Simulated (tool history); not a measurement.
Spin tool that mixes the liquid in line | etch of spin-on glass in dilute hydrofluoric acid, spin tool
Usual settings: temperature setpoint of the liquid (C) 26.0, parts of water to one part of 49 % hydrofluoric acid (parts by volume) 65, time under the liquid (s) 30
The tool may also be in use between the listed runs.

run	hour	temperature setpoint of the liquid (C)	parts of water to one part of 49 % hydrofluoric acid (parts by volume)	time under the liquid (s)	read-back film thickness of the spin-on glass reference wafer, read on the same gauge (nm)	thickness taken off the spin-on glass on a monitor wafer (angstrom)
1	0.0	26.0	65	30	150.02	120.7
2	13.4	26.0	65	30	149.98	121.4
3	20.8	26.0	65	30	150.00	121.7
4	26.9	26.0	65	30	149.98	121.2
5	35.4	26.0	65	30	149.99	121.4
6	50.7	26.0	65	30	150.00	121.9
# hour 83.6: thermometer replaced
7	89.2	26.0	65	30	149.98	123.2
8	100.5	23.5	65	20	150.00	73.9
9	106.7	26.0	65	40	150.00	162.5
10	118.7	26.0	65	30	150.00	122.1
11	125.9	24.0	65	30	150.00	113.6
# hour 135.6: gauge calibrated
12	137.7	26.0	95	30	150.03	81.6
# hour 140.7: hydrofluoric acid flow meter replaced
13	153.9	29.0	65	30	150.00	126.3
14	166.5	28.5	85	45	150.02	138.6
15	183.3	29.5	65	40	149.99	172.8
16	195.1	31.0	90	20	150.01	63.4
17	202.5	23.5	65	20	149.98	67.4
18	218.7	26.0	65	30	150.01	112.8

4 ways to go on from here, each from the tool as it stands after run 18. What would each give?
A	219.1	26.0	65	30	?	?
B	219.1	22.0	40	45	?	?
C	219.1	27.5	80	25	?	?
D	219.1	24.5	80	40	?	?

run	read-back film thickness of the spin-on glass reference wafer, read on the same gauge (nm)	thickness taken off the spin-on glass on a monitor wafer (angstrom)
A	149.99	112.0
B	149.99	239.3
C	149.99	78.9
D	149.99	112.1
Without the tool's hidden state the same runs would have given:
run	thickness taken off the spin-on glass on a monitor wafer (angstrom)
A	109.9
B	234.9
C	77.4
D	109.9
